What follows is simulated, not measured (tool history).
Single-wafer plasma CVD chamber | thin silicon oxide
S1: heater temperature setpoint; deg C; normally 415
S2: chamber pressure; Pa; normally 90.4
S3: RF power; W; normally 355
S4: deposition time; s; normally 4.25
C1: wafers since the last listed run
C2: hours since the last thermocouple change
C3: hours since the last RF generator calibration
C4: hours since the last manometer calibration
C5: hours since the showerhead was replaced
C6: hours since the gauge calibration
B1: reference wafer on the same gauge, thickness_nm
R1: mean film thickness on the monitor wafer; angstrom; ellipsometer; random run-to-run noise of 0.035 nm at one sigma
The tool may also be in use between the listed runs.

run,hour,S1,S2,S3,S4,C1,C2,C3,C4,C5,C6,B1,R1
1,0,415,90.4,355,4.25,0,35.5,496.5,271.3,6224,2937.6,8.601,75.34
# hour 99.1: showerhead replaced, of another model than before
2,100.2,415,90.4,355,4.25,2250,135.7,596.7,371.5,1.1,3037.8,8.585,75.45
3,205.2,415,90.4,355,4.25,2563,240.7,701.7,476.5,106.1,3142.8,8.602,75.16
4,248.4,415,90.4,355,4.25,1054,283.9,744.9,519.7,149.3,3186,8.588,74.56
5,331.7,415,90.4,355,4.25,2033,367.2,828.2,603,232.6,3269.3,8.612,74.7
6,421.7,415,90.4,355,4.25,2197,457.2,918.2,693,322.6,3359.3,8.606,74.56
7,463.8,411,90.4,355,4.25,1027,499.3,960.3,735.1,364.7,3401.4,8.612,74.7
8,547.1,415,104.4,355,4.25,2033,582.6,1043.6,818.4,448,3484.7,8.594,80.87
# hour 583.5: RF generator calibrated
9,614.9,415,90.4,355,4.6,1459,650.4,31.4,886.2,515.8,3552.5,8.592,80.14
10,694.6,408,100.5,320,5,1945,730.1,111.1,965.9,595.5,3632.2,8.599,90.98
# hour 758.7: gauge calibrated
11,783.8,415,73.5,355,5.02,2177,819.3,200.3,1055.1,684.7,25.1,8.606,76.75
# hour 829: thermocouple changed; heater temperature recalibrated
12,853,415,90.4,355,4.25,1494,24,269.5,1124.3,753.9,94.3,8.622,73.4
13,923.2,415,83.7,355,4.99,1713,94.2,339.7,1194.5,824.1,164.5,8.595,81.65
14,1000,424,104.9,400,4.89,1874,171,416.5,1271.3,900.9,241.3,8.601,93.45
15,1059.4,415,71.2,385,4.66,1450,230.4,475.9,1330.7,960.3,300.7,8.583,71.24
# hour 1145: capacitance manometer re-zeroed and calibrated
16,1159.8,415,90.4,355,4.25,2255,330.8,576.3,14.8,1060.7,401.1,8.599,76.4

Expected results for the next run?
17,1328,415,90.4,405,4.25,4106,499,744.5,183,1228.9,569.3,?,?

Logged for run 17: B1 8.611, R1 76.92 angstrom.
With the hidden condition absent and the run-to-run variation left alone, this run would have shown R1 77.25 angstrom.

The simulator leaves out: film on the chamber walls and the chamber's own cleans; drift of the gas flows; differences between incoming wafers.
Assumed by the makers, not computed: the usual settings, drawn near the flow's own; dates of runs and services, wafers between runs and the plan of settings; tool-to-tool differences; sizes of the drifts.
